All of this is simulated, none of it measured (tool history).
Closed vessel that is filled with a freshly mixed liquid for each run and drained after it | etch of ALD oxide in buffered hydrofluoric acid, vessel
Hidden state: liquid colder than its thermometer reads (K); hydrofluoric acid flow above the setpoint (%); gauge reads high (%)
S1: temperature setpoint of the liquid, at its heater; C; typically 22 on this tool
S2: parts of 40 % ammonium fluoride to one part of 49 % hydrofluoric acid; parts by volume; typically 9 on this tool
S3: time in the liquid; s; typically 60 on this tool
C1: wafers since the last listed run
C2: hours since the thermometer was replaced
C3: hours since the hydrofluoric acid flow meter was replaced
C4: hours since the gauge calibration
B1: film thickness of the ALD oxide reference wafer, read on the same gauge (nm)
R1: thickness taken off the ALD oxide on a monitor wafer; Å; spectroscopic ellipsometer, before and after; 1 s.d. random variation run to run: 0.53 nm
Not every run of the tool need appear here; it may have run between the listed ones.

Run 1, hour 0: usual settings; C1 0; C2 1349.4; C3 1093.7; C4 865; B1 50. Result: R1 1616.4 Å.
Run 2, hour 34.4: usual settings; C1 3756; C2 1383.8; C3 1128.1; C4 899.4; B1 50.01. Result: R1 1604.6 Å.
Run 3, hour 73: usual settings; C1 4215; C2 1422.4; C3 1166.7; C4 938; B1 50.02. Result: R1 1602.2 Å.
Run 4, hour 122.7: usual settings; C1 5427; C2 1472.1; C3 1216.4; C4 987.7; B1 50. Result: R1 1605.3 Å.
Run 5, hour 153.3: usual settings; C1 3341; C2 1502.7; C3 1247; C4 1018.3; B1 50.02. Result: R1 1596.2 Å.
Run 6, hour 179: usual settings; C1 2806; C2 1528.4; C3 1272.7; C4 1044; B1 50.02. Result: R1 1604.8 Å.
Run 7, hour 211.7: usual settings but S2 7 parts by volume; C1 3571; C2 1561.1; C3 1305.4; C4 1076.7; B1 50. Result: R1 2101.5 Å.
Run 8, hour 272.1: usual settings but S2 7 parts by volume; C1 6596; C2 1621.5; C3 1365.8; C4 1137.1; B1 50. Result: R1 2094.5 Å.
Run 9, hour 300.3: usual settings; C1 3079; C2 1649.7; C3 1394; C4 1165.3; B1 50.01. Result: R1 1596.8 Å.
Run 10, hour 411.1: usual settings; C1 12100; C2 1760.5; C3 1504.8; C4 1276.1; B1 49.99. Result: R1 1586.4 Å.
Run 11, hour 453.2: usual settings; C1 4597; C2 1802.6; C3 1546.9; C4 1318.2; B1 50. Result: R1 1582.8 Å.
Run 12, hour 512.3: usual settings but S2 8 parts by volume; C1 6454; C2 1861.7; C3 1606; C4 1377.3; B1 49.99. Result: R1 1802 Å.
At hour 519: gauge calibrated.
Run 13, hour 541.2: usual settings but S2 8 parts by volume; C1 3156; C2 1890.6; C3 1634.9; C4 22.2; B1 50.01. Result: R1 1798.9 Å.
At hour 561.6: thermometer replaced.
Run 14, hour 570.1: usual settings but S2 8 parts by volume; C1 3046; C2 8.5; C3 1663.8; C4 51.1; B1 49.99. Result: R1 1918 Å.
At hour 613: hydrofluoric acid flow meter replaced.
Run 15, hour 625.4: usual settings; C1 5929; C2 63.8; C3 12.4; C4 106.4; B1 49.99. Result: R1 1676.7 Å.
Run 16, hour 673.3: usual settings but S1 25 C; C1 5231; C2 111.7; C3 60.3; C4 154.3; B1 49.99. Result: R1 1982 Å.
Run 17, hour 741.6: usual settings but S1 20.5 C, S2 11 parts by volume; C1 7458; C2 180; C3 128.6; C4 222.6; B1 49.99. Result: R1 1316.1 Å.
Run 18, hour 773.5: usual settings; C1 3483; C2 211.9; C3 160.5; C4 254.5; B1 50.01. Result: R1 1670.7 Å.
Run 19, hour 804.6: usual settings but S2 7 parts by volume, S3 30 s; C1 3396; C2 243; C3 191.6; C4 285.6; B1 50.02. Result: R1 1098.7 Å.
Run 20, hour 870.1: usual settings but S1 24 C, S2 12 parts by volume, S3 35 s; C1 7153; C2 308.5; C3 257.1; C4 351.1; B1 50.01. Result: R1 850 Å.
Run 21, hour 945.6: usual settings; C1 8245; C2 384; C3 332.6; C4 426.6; B1 50. Result: R1 1661 Å.
Run 22, hour 976.6: usual settings but S2 8 parts by volume; C1 3385; C2 415; C3 363.6; C4 457.6; B1 50.02. Result: R1 1896.1 Å.
Run 23, hour 1038.9: usual settings but S1 25 C, S2 10.5 parts by volume, S3 45 s; C1 6803; C2 477.3; C3 425.9; C4 519.9; B1 50. Result: R1 1313.2 Å.
Run 24, hour 1067.5: usual settings but S1 24.5 C, S3 35 s; C1 3123; C2 505.9; C3 454.5; C4 548.5; B1 49.99. Result: R1 1107.9 Å.
Run 25, hour 1135.9: usual settings but S1 26 C; C1 7469; C2 574.3; C3 522.9; C4 616.9; B1 49.99. Result: R1 2053.2 Å.
Run 26, hour 1182.7: usual settings but S3 75 s; C1 5110; C2 621.1; C3 569.7; C4 663.7; B1 50.01. Result: R1 2061.7 Å.
Run 27, hour 1219.1: usual settings but S1 20.5 C, S2 12 parts by volume, S3 40 s; C1 3975; C2 657.5; C3 606.1; C4 700.1; B1 50.01. Result: R1 792.8 Å.
Run 28, hour 1259.6: usual settings; C1 4422; C2 698; C3 646.6; C4 740.6; B1 49.99. Result: R1 1644.8 Å.
Run 29, hour 1303.2: usual settings but S1 25.5 C, S2 10 parts by volume; C1 4761; C2 741.6; C3 690.2; C4 784.2; B1 49.96. Result: R1 1869.7 Å.
Run 30, hour 1359.2: usual settings but S1 23.5 C, S2 12.5 parts by volume, S3 45 s; C1 6115; C2 797.6; C3 746.2; C4 840.2; B1 50.02. Result: R1 1006 Å.
Run 31, hour 1427.2: usual settings but S1 26 C, S2 8 parts by volume, S3 30 s; C1 7426; C2 865.6; C3 814.2; C4 908.2; B1 49.99. Result: R1 1155.5 Å.

A few steps of R1 between consecutive runs. Split each: what settings, incoming material and random variation would produce without the hidden state, and what is left over for the hidden state, along with gauge scatter present in only one of the two compared results (measured, and without hidden state):
Run 6 -> 7: S2 9 -> 7. R1 +496.7 Å: hidden state -28.8, all else +525.5.
Run 8 -> 9: S2 7 -> 9. R1 -497.7 Å: hidden state +28.2, all else -525.9.
Run 13 -> 14: thermometer replaced. R1 +119.1 Å: hidden state +115.2, all else +3.9.
Run 24 -> 25: S1 24.5 -> 26, S3 35 -> 60. R1 +945.3 Å: hidden state -21.7, all else +967.
Run 26 -> 27: S1 22 -> 20.5, S2 9 -> 12, S3 75 -> 40. R1 -1268.9 Å: hidden state +28, all else -1296.9.
Run 29 -> 30: S1 25.5 -> 23.5, S2 10 -> 12.5, S3 60 -> 45. R1 -863.7 Å: hidden state +19.6, all else -883.3.
